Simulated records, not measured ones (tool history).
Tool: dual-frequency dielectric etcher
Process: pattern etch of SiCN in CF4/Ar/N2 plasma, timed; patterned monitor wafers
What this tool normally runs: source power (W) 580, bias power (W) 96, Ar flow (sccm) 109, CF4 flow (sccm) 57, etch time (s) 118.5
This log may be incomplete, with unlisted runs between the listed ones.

| run | hour | source power (W) | bias power (W) | Ar flow (sccm) | CF4 flow (sccm) | etch time (s) | read-back reference wafer on the same gauge, depth_nm | mean etch depth across the wafer (angstrom) |
|---|---|---|---|---|---|---|---|---|
| 1 | 0 | 580 | 96 | 120 | 57 | 118.5 | 111.8 | 1345 |
| 2 | 194.4 | 580 | 114 | 109 | 57 | 118.5 | 112.3 | 1488 |
|  | 213.7 | source power generator calibrated |
| 3 | 249.4 | 580 | 96 | 109 | 57 | 118.5 | 112.6 | 1373 |
| 4 | 301.9 | 520 | 96 | 118 | 44 | 118.5 | 112.5 | 1198 |
|  | 369.5 | wet clean of the chamber |
| 5 | 374.3 | 580 | 96 | 109 | 57 | 118.5 | 112.9 | 1388 |
| 6 | 445.6 | 540 | 96 | 109 | 57 | 118.5 | 113.2 | 1313 |
|  | 560.9 | bias power generator calibrated |
|  | 643.5 | gauge calibrated |
| 7 | 706.5 | 580 | 96 | 122 | 64 | 105.5 | 109.7 | 1190 |
| 8 | 745.6 | 580 | 115 | 135 | 57 | 118.5 | 109.6 | 1399 |
|  | 814.2 | CF4 flow controller replaced |
| 9 | 850.9 | 650 | 96 | 119 | 57 | 99 | 109.6 | 1231 |
| 10 | 928 | 510 | 96 | 109 | 51 | 118.5 | 109.8 | 1206 |
|  | 962.1 | Ar flow controller replaced |
|  | 991.8 | wet clean of the chamber |
| 11 | 992.3 | 580 | 96 | 121 | 45 | 118.5 | 109.7 | 1288 |
|  | 1036.5 | upper electrode replaced |
| 12 | 1057.7 | 580 | 96 | 109 | 57 | 118.5 | 109.8 | 1350 |

What will run 13 give?
| 13 | 1118.9 | 710 | 80 | 109 | 57 | 118.5 | ? | ? |

read-back reference wafer on the same gauge, depth_nm: 109.8
mean etch depth across the wafer (angstrom): 1471
With no hidden state in the tool, this same run would have given mean etch depth across the wafer (angstrom) 1461.
